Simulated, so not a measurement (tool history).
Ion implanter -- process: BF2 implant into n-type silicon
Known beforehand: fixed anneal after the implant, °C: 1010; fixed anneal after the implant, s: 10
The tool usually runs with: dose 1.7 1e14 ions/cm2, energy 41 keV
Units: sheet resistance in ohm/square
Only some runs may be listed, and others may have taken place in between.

run    hour  dose  energy  read-back reference wafer on the same gauge, sheet resistance  sheet resistance
  1       0   1.7      41                                                         602.31            585.26
  2   283.2   1.7      41                                                         600.34            573.47
  3   387.4   1.7    51.5                                                         601.69            561.04
  4   473.2   1.7      41                                                         599.94            572.09
  5   524.6   1.7      41                                                         599.07             574.7
  6   584.9   1.7      41                                                         600.66            574.84
  7     652   1.7      44                                                         601.13            560.45
  8   742.3  1.31      41                                                         600.78            698.15
      829.4  -- extraction supply calibrated
  9   846.4  1.51      41                                                         600.05            621.92
 10   936.7   1.7    54.5                                                         601.36             542.8
 11  1040.7   1.7      37                                                         599.26            572.52
     1129.1  -- gauge calibrated
 12  1147.7   1.7      41                                                          600.1            562.19
     1212.4  -- Faraday cup replaced and dose calibrated
 13  1323.6  2.07      30                                                         600.71             518.6

Estimate the outcome of run 14 from the log above:
 14  1361.8   1.7      41                                                              ?                 ?

read-back reference wafer on the same gauge, sheet resistance: 601.7
sheet resistance: 587.74 ohm/square
With the hidden condition absent and the run-to-run variation left alone, this run would have shown sheet resistance 589.07 ohm/square.
